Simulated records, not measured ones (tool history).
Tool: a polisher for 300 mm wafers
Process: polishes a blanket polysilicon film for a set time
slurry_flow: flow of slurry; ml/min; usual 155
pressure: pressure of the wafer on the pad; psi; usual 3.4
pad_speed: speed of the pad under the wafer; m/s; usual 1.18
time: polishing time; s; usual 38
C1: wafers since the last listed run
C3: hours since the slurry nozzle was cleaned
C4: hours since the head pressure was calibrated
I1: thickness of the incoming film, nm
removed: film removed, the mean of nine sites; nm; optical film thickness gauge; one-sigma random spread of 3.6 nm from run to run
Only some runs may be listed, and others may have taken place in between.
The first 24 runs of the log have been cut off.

{"run": 25, "hour": 1405.1, "slurry_flow": 180, "pressure": 3.9, "pad_speed": 0.94, "time": 48, "C1": 512, "wafers polished on this pad": 3826, "C3": 557, "C4": 105.8, "I1": 2084.5, "removed": 538.4}
{"run": 26, "hour": 1440.6, "slurry_flow": 155, "pressure": 4.1, "pad_speed": 1.18, "time": 38, "C1": 451, "wafers polished on this pad": 4278, "C3": 592.5, "C4": 141.3, "I1": 2049.3, "removed": 511.7}
{"run": 27, "hour": 1478.2, "slurry_flow": 155, "pressure": 2.3, "pad_speed": 1.18, "time": 31, "C1": 478, "wafers polished on this pad": 4756, "C3": 630.1, "C4": 178.9, "I1": 2068.4, "removed": 238.1}
{"hour": 1521.9, "done": "slurry nozzle cleaned"}
{"hour": 1522.0, "done": "worn pad replaced by a new one"}
{"run": 28, "hour": 1523.5, "slurry_flow": 155, "pressure": 2.3, "pad_speed": 1.18, "time": 38, "C1": 561, "wafers polished on this pad": 18, "C3": 1.6, "C4": 224.2, "I1": 2038.1, "removed": 315.8}
{"run": 29, "hour": 1582.2, "slurry_flow": 155, "pressure": 3.4, "pad_speed": 1.18, "time": 38, "C1": 746, "wafers polished on this pad": 764, "C3": 60.3, "C4": 282.9, "I1": 2072.3, "removed": 455.7}
{"run": 30, "hour": 1642.8, "slurry_flow": 205, "pressure": 3.4, "pad_speed": 1.18, "time": 38, "C1": 770, "wafers polished on this pad": 1535, "C3": 120.9, "C4": 343.5, "I1": 2036.8, "removed": 490.8}
{"run": 31, "hour": 1698.2, "slurry_flow": 155, "pressure": 3.4, "pad_speed": 1.56, "time": 38, "C1": 704, "wafers polished on this pad": 2240, "C3": 176.3, "C4": 398.9, "I1": 2057.3, "removed": 585.3}
{"run": 32, "hour": 1742.3, "slurry_flow": 155, "pressure": 4.2, "pad_speed": 0.88, "time": 48, "C1": 560, "wafers polished on this pad": 2800, "C3": 220.4, "C4": 443, "I1": 2057.3, "removed": 590.2}
{"run": 33, "hour": 1787.9, "slurry_flow": 120, "pressure": 4.6, "pad_speed": 1.6, "time": 45, "C1": 579, "wafers polished on this pad": 3380, "C3": 266, "C4": 488.6, "I1": 2012.6, "removed": 914.2}
{"run": 34, "hour": 1847.9, "slurry_flow": 155, "pressure": 3.4, "pad_speed": 1.18, "time": 38, "C1": 763, "wafers polished on this pad": 4143, "C3": 326, "C4": 548.6, "I1": 2068.4, "removed": 477.7}
{"run": 35, "hour": 1873.9, "slurry_flow": 155, "pressure": 3.4, "pad_speed": 1.18, "time": 38, "C1": 330, "wafers polished on this pad": 4474, "C3": 352, "C4": 574.6, "I1": 2052, "removed": 484.4}
{"hour": 1886.3, "done": "worn pad replaced by a new one"}
{"hour": 1894.6, "done": "head pressure recalibrated"}
{"run": 36, "hour": 1935.3, "slurry_flow": 155, "pressure": 3.4, "pad_speed": 0.9, "time": 29, "C1": 704, "wafers polished on this pad": 597, "C3": 413.4, "C4": 40.7, "I1": 2034, "removed": 276.4}
{"run": 37, "hour": 1996.8, "slurry_flow": 155, "pressure": 2.5, "pad_speed": 0.88, "time": 32, "C1": 782, "wafers polished on this pad": 1379, "C3": 474.9, "C4": 102.2, "I1": 2046.6, "removed": 216}

Consider 4 possible next runs. They are alternatives, not a sequence: every one starts from the tool as it was left by run 37. What does each give?
{"run": "A", "hour": 1997.2, "slurry_flow": 155, "pressure": 3.4, "pad_speed": 1.18, "time": 38, "C1": 5, "wafers polished on this pad": 1384, "C3": 475.3, "C4": 102.6, "I1": 2021.7, "removed": "?"}
{"run": "B", "hour": 1997.2, "slurry_flow": 190, "pressure": 3.4, "pad_speed": 1.18, "time": 43, "C1": 5, "wafers polished on this pad": 1384, "C3": 475.3, "C4": 102.6, "I1": 2021.7, "removed": "?"}
{"run": "C", "hour": 1997.2, "slurry_flow": 175, "pressure": 3.1, "pad_speed": 1.18, "time": 38, "C1": 5, "wafers polished on this pad": 1384, "C3": 475.3, "C4": 102.6, "I1": 2021.7, "removed": "?"}
{"run": "D", "hour": 1997.2, "slurry_flow": 155, "pressure": 2.5, "pad_speed": 1.18, "time": 38, "C1": 5, "wafers polished on this pad": 1384, "C3": 475.3, "C4": 102.6, "I1": 2021.7, "removed": "?"}

run=A removed=438.9
run=B removed=518
run=C removed=410.8
run=D removed=322.7
With no hidden state in the tool, these same runs would have given:
run=A removed=460.5
run=B removed=538.8
run=C removed=428.7
run=D removed=338.6

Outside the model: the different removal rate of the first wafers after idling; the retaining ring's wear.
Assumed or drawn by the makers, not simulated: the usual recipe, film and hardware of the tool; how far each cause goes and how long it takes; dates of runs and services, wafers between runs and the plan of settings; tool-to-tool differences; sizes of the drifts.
